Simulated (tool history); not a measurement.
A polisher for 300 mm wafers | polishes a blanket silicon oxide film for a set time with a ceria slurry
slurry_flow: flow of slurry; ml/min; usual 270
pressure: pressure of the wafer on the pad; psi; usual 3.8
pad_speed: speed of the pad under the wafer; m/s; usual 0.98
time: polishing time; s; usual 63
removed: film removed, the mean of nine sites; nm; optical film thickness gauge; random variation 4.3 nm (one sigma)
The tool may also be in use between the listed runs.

run,day,slurry_flow,pressure,pad_speed,time,"incoming thickness of the incoming film, nm",removed
1,0.000,270,3.8,0.98,63,1478.2,272.9
# day 3.283: head pressure recalibrated
2,4.225,270,3.8,0.98,63,1465.0,294.7
# day 5.888: worn pad replaced by a new one
3,5.996,270,3.8,0.98,63,1475.7,287.7
4,8.933,270,3.8,0.98,63,1484.0,294.4
5,10.954,270,3.8,0.98,63,1459.1,290.9
6,14.771,250,3.8,0.98,63,1493.2,287.7
7,16.738,270,3.8,0.98,68,1469.1,311.2
# day 18.762: slurry nozzle cleaned
8,20.229,270,3.8,0.98,68,1481.5,301.3
9,22.600,270,3.8,0.98,68,1477.6,301.5
10,24.458,270,3.8,0.98,63,1487.7,274.7
11,27.154,270,3.8,0.98,63,1505.8,280.2
12,31.079,270,3.8,0.98,63,1488.6,269.0
# day 33.183: worn pad replaced by a new one
# day 33.221: head pressure recalibrated
13,34.967,270,3.8,0.98,68,1481.6,307.1
14,37.529,190,3.1,0.98,81,1504.8,301.2
15,40.150,270,3.8,1.10,63,1457.6,313.0
16,42.383,270,3.8,0.98,63,1469.8,279.3
17,44.312,270,4.3,0.98,70,1459.8,337.5
18,47.012,295,3.4,0.86,43,1467.5,158.4
19,48.929,185,3.8,0.98,63,1500.0,268.7
# day 50.492: slurry nozzle cleaned
20,52.621,325,3.8,0.98,45,1494.8,199.3
21,56.483,335,2.7,1.30,63,1458.7,285.4
# day 58.058: worn pad replaced by a new one
22,58.938,200,3.8,0.98,48,1458.8,201.7
# day 60.942: head pressure recalibrated
23,62.267,325,3.8,1.32,78,1470.5,498.8
24,67.667,270,3.8,0.98,63,1481.2,286.2
25,72.112,325,3.8,0.98,45,1469.1,212.0
# day 74.908: slurry nozzle cleaned
26,75.421,270,3.8,0.98,63,1486.4,285.6
27,77.021,250,3.8,0.98,63,1457.8,286.3
28,79.425,270,3.8,0.98,63,1465.9,282.6
29,82.862,270,4.3,1.22,83,1496.5,497.8
30,85.192,325,3.8,0.98,45,1494.6,199.8
31,87.983,245,4.2,1.22,63,1456.3,350.4
# day 88.238: worn pad replaced by a new one
# day 89.538: head pressure recalibrated
32,90.746,225,5.0,0.64,69,1488.5,249.9
33,93.700,240,4.9,0.98,77,1472.2,428.1
34,97.779,270,3.2,0.72,46,1513.0,137.9
35,99.400,270,2.6,0.98,63,1449.3,218.7
# day 100.508: slurry nozzle cleaned
36,109.804,225,4.6,1.18,77,1499.9,456.5

5 ways to go on from here, each from the tool as it stands after run 36. What would each give?
A,109.821,240,3.8,0.98,63,1486.9,?
B,109.821,270,3.8,0.98,50,1486.9,?
C,109.821,325,2.9,1.28,63,1486.9,?
D,109.821,270,3.8,1.08,63,1486.9,?
E,109.821,335,4.6,1.18,63,1486.9,?

run,removed
A,279.8
B,225.2
C,313.6
D,312.7
E,401.2
Without the tool's hidden state the same runs would have given:
run,removed
A,290.5
B,233.7
C,325.5
D,324.5
E,416.4

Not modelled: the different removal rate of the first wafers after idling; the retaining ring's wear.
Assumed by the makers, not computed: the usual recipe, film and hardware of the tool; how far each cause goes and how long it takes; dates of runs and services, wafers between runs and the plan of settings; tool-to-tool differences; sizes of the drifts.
